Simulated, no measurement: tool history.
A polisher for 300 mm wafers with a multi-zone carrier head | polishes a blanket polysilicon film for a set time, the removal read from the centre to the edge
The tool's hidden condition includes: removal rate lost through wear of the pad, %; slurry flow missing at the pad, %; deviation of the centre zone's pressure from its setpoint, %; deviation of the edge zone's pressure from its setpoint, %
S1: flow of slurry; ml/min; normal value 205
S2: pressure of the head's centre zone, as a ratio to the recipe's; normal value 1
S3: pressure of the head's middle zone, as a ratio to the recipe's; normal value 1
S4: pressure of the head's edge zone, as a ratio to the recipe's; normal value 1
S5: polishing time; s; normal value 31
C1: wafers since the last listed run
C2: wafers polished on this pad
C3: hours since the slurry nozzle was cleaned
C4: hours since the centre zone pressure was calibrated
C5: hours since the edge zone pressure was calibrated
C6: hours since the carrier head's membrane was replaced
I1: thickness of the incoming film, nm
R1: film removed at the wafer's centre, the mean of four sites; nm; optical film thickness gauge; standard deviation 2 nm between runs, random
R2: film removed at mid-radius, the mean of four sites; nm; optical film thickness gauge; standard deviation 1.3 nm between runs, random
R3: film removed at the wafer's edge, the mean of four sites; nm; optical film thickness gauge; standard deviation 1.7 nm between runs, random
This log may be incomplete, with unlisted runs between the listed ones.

{"run": 1, "hour": 0.0, "S1": 135, "S2": 1, "S3": 1, "S4": 0.95, "S5": 36, "C1": 0, "C2": 2869, "C3": 646.9, "C4": 468.9, "C5": 54.3, "C6": 618.6, "I1": 2033, "R1": 148, "R2": 145.7, "R3": 149.5}
{"run": 2, "hour": 36.6, "S1": 140, "S2": 1, "S3": 0.93, "S4": 1.1, "S5": 37, "C1": 549, "C2": 3419, "C3": 683.5, "C4": 505.5, "C5": 90.9, "C6": 655.2, "I1": 1986.5, "R1": 150.1, "R2": 140.6, "R3": 168.2}
{"run": 3, "hour": 109.5, "S1": 235, "S2": 1, "S3": 1, "S4": 0.88, "S5": 31, "C1": 1094, "C2": 4513, "C3": 756.4, "C4": 578.4, "C5": 163.8, "C6": 728.1, "I1": 2019.4, "R1": 144.2, "R2": 143.7, "R3": 140.6}
{"hour": 164.6, "done": "slurry nozzle cleaned"}
{"run": 4, "hour": 166.8, "S1": 205, "S2": 0.9, "S3": 1, "S4": 1, "S5": 31, "C1": 845, "C2": 5359, "C3": 2.2, "C4": 635.7, "C5": 221.1, "C6": 785.4, "I1": 2018.8, "R1": 138.8, "R2": 151.5, "R3": 155.6}
{"run": 5, "hour": 240.7, "S1": 150, "S2": 1.09, "S3": 1, "S4": 1, "S5": 31, "C1": 1109, "C2": 6469, "C3": 76.1, "C4": 709.6, "C5": 295, "C6": 859.3, "I1": 2018.5, "R1": 157.9, "R2": 137.9, "R3": 146.4}
{"run": 6, "hour": 306.5, "S1": 230, "S2": 0.88, "S3": 0.89, "S4": 1, "S5": 21, "C1": 988, "C2": 7457, "C3": 141.9, "C4": 775.4, "C5": 360.8, "C6": 925.1, "I1": 2030.6, "R1": 93.3, "R2": 91.9, "R3": 102.9}
{"hour": 403.9, "done": "centre zone pressure recalibrated"}
{"hour": 472.1, "done": "carrier head's membrane replaced by a new one"}
{"hour": 495.4, "done": "worn pad replaced by a new one"}
{"run": 7, "hour": 596.2, "S1": 205, "S2": 1.12, "S3": 0.92, "S4": 1, "S5": 31, "C1": 4185, "C2": 1513, "C3": 431.6, "C4": 192.3, "C5": 650.5, "C6": 124.1, "I1": 2035, "R1": 163.4, "R2": 135.3, "R3": 147.5}
{"run": 8, "hour": 679.7, "S1": 205, "S2": 0.88, "S3": 1.07, "S4": 0.97, "S5": 24, "C1": 1253, "C2": 2767, "C3": 515.1, "C4": 275.8, "C5": 734, "C6": 207.6, "I1": 2040.3, "R1": 101.8, "R2": 117.5, "R3": 111.5}
{"run": 9, "hour": 784.2, "S1": 205, "S2": 1, "S3": 1.05, "S4": 1, "S5": 24, "C1": 1569, "C2": 4336, "C3": 619.6, "C4": 380.3, "C5": 838.5, "C6": 312.1, "I1": 2047.2, "R1": 111.4, "R2": 114.4, "R3": 113.6}
{"run": 10, "hour": 840.8, "S1": 205, "S2": 1.07, "S3": 0.97, "S4": 1.09, "S5": 22, "C1": 849, "C2": 5186, "C3": 676.2, "C4": 436.9, "C5": 895.1, "C6": 368.7, "I1": 1998, "R1": 108.7, "R2": 95.8, "R3": 107.4}
{"hour": 911.1, "done": "slurry nozzle cleaned"}
{"run": 11, "hour": 930.3, "S1": 205, "S2": 1, "S3": 1, "S4": 0.89, "S5": 31, "C1": 1329, "C2": 6515, "C3": 19.2, "C4": 526.4, "C5": 984.6, "C6": 458.2, "I1": 1997.7, "R1": 154.8, "R2": 150.8, "R3": 147.7}
{"hour": 945.0, "done": "edge zone pressure recalibrated"}
{"run": 12, "hour": 1007.1, "S1": 205, "S2": 1, "S3": 1, "S4": 1, "S5": 31, "C1": 1123, "C2": 7638, "C3": 96, "C4": 603.2, "C5": 62.1, "C6": 535, "I1": 2037.9, "R1": 148.8, "R2": 148.4, "R3": 153.8}

Forecast run 13:
{"run": 13, "hour": 1053.5, "S1": 230, "S2": 0.91, "S3": 0.9, "S4": 0.94, "S5": 31, "C1": 696, "C2": 8335, "C3": 142.4, "C4": 649.6, "C5": 108.5, "C6": 581.4, "I1": 2054.6, "R1": "?", "R2": "?", "R3": "?"}

R1: 143 nm
R2: 138.8 nm
R3: 150.3 nm
The same run, on a tool lacking any hidden state, would have yielded R1 144.5 nm, R2 140.1 nm, R3 151.4 nm.
